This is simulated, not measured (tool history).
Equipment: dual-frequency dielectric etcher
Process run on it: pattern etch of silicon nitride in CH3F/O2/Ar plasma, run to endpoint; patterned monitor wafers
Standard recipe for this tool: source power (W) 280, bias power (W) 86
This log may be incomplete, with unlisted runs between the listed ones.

run	day	source power (W)	bias power (W)	incoming incoming film thickness, nm	endpoint time (s)
1	0	280	86	19.41	28.1
2	0.404	280	86	19.33	28.1
3	0.779	280	86	19.43	27.9
4	1.275	280	86	19.55	28.2
5	1.783	280	98	19.39	27.2
6	2.438	280	73	19.62	29.1
7	2.858	280	73	19.46	28.9
8	3.146	280	73	19.41	28.8
# day 3.896: source power generator calibrated
9	3.917	280	86	19.37	27.7
10	4.004	280	86	19.56	28
11	4.325	280	86	19.42	27.9
12	4.833	310	86	19.54	26.7
13	5.112	310	86	19.5	26.7
14	5.508	280	86	19.5	27.9
15	5.821	220	74	19.47	31.8
16	6.083	260	94	19.58	28.4
17	6.629	280	65	19.52	29.2
18	6.921	210	101	19.5	30.5
19	7.575	340	86	19.76	25.9
# day 8.992: wet clean of the chamber
# day 9.896: bias power generator calibrated
# day 10.117: upper electrode replaced
20	10.138	310	66	19.5	28.9
21	10.154	280	86	19.33	28.7
22	10.171	340	95	19.64	26.3
23	10.683	320	98	19.31	26.2
24	11.092	280	86	19.38	28.6
25	11.479	240	73	19.3	31.6
26	12.062	280	86	19.52	28.6
27	12.367	280	86	19.32	28.6
28	12.875	280	68	19.61	30.2

Each row is a separate what-if for the run after 28, all from the same tool condition, not one after another. Results?
A	12.892	280	86	19.57	?
B	12.892	230	70	19.57	?
C	12.892	320	70	19.57	?

run	endpoint time (s)
A	28.8
B	32.6
C	28.2
With the hidden condition removed and each run's random variation left untouched, the same runs would have given:
run	endpoint time (s)
A	29.1
B	32.9
C	28.5
